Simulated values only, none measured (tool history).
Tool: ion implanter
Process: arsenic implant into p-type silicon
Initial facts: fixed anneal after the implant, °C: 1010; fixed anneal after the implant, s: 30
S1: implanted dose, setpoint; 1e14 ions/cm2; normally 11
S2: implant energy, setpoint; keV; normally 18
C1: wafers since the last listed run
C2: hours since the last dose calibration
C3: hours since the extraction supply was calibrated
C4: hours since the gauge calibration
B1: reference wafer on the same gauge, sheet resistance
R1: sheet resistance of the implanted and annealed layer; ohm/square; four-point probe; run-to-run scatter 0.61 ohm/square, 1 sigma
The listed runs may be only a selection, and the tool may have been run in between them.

| run | hour | S1 | S2 | C1 | C2 | C3 | C4 | B1 | R1 |
|---|---|---|---|---|---|---|---|---|---|
| 1 | 0 | 8.94 | 23 | 0 | 468.8 | 5135.2 | 1114.4 | 121.01 | 123.36 |
| 2 | 38.6 | 8.94 | 23 | 775 | 507.4 | 5173.8 | 1153 | 120.92 | 123.87 |
| 3 | 128.4 | 8.94 | 23 | 1803 | 597.2 | 5263.6 | 1242.8 | 121.06 | 122.98 |
| 4 | 212.1 | 11 | 18 | 1680 | 680.9 | 5347.3 | 1326.5 | 120.98 | 113.55 |
| 5 | 295.6 | 11 | 18 | 1676 | 764.4 | 5430.8 | 1410 | 120.98 | 112.82 |
| 6 | 383.8 | 11 | 18 | 1770 | 852.6 | 5519 | 1498.2 | 120.8 | 113.87 |
| 7 | 439.4 | 9.59 | 18 | 1116 | 908.2 | 5574.6 | 1553.8 | 121.2 | 123.56 |
| 8 | 496.6 | 9.59 | 18 | 1148 | 965.4 | 5631.8 | 1611 | 120.87 | 124.99 |
| 9 | 536.7 | 11 | 18 | 805 | 1005.5 | 5671.9 | 1651.1 | 121.04 | 114.08 |
| 10 | 586 | 8.43 | 15.5 | 989 | 1054.8 | 5721.2 | 1700.4 | 120.86 | 137.59 |
| 11 | 676.3 | 11 | 18 | 1813 | 1145.1 | 5811.5 | 1790.7 | 121.04 | 116.02 |
| 12 | 716.6 | 11 | 18 | 809 | 1185.4 | 5851.8 | 1831 | 121.05 | 115.17 |
|  | 730 | Faraday cup replaced and dose calibrated |
| 13 | 951.5 | 11 | 18 | 4555 | 221.5 | 6086.7 | 2065.9 | 121.01 | 109.66 |
| 14 | 989.2 | 11 | 18 | 756 | 259.2 | 6124.4 | 2103.6 | 120.95 | 108.82 |
| 15 | 1093.9 | 11 | 18 | 2102 | 363.9 | 6229.1 | 2208.3 | 120.98 | 109.93 |
| 16 | 1144.4 | 11 | 18 | 1013 | 414.4 | 6279.6 | 2258.8 | 121.06 | 109.76 |
| 17 | 1183.9 | 9.73 | 20 | 793 | 453.9 | 6319.1 | 2298.3 | 120.98 | 114.3 |
|  | 1239.7 | Faraday cup replaced and dose calibrated, repeated, since the last time left the tool worse |
|  | 1244.2 | extraction supply calibrated |
| 18 | 1244.7 | 11 | 18 | 970 | 5 | 0.5 | 2359.1 | 121.01 | 112.91 |
| 19 | 1306.7 | 7.73 | 22.5 | 1244 | 67 | 62.5 | 2421.1 | 120.87 | 134.8 |
| 20 | 1379.8 | 11 | 19.5 | 1467 | 140.1 | 135.6 | 2494.2 | 120.93 | 110.54 |
|  | 1424.9 | gauge calibrated |
| 21 | 1446 | 14.26 | 12 | 1329 | 206.3 | 201.8 | 21.1 | 120.96 | 106.49 |
| 22 | 1496.9 | 13.03 | 24 | 1021 | 257.2 | 252.7 | 72 | 121.04 | 98.35 |
| 23 | 1551.3 | 9.09 | 24 | 1092 | 311.6 | 307.1 | 126.4 | 121.01 | 119.58 |
| 24 | 1613.9 | 11 | 18 | 1256 | 374.2 | 369.7 | 189 | 120.94 | 112.65 |
| 25 | 1656 | 7.76 | 13 | 845 | 416.3 | 411.8 | 231.1 | 121.07 | 145.71 |
| 26 | 1731.9 | 13.59 | 22.5 | 1523 | 492.2 | 487.7 | 307 | 121.16 | 98.07 |

For run 27, what comes out?
| 27 | 1828.5 | 9.72 | 13.5 | 1939 | 588.8 | 584.3 | 403.6 | ? | ? |

For run 27 the tool returned B1 120.94, R1 125.75 ohm/square.
Without the tool's hidden state the same run would have given R1 125.67 ohm/square.
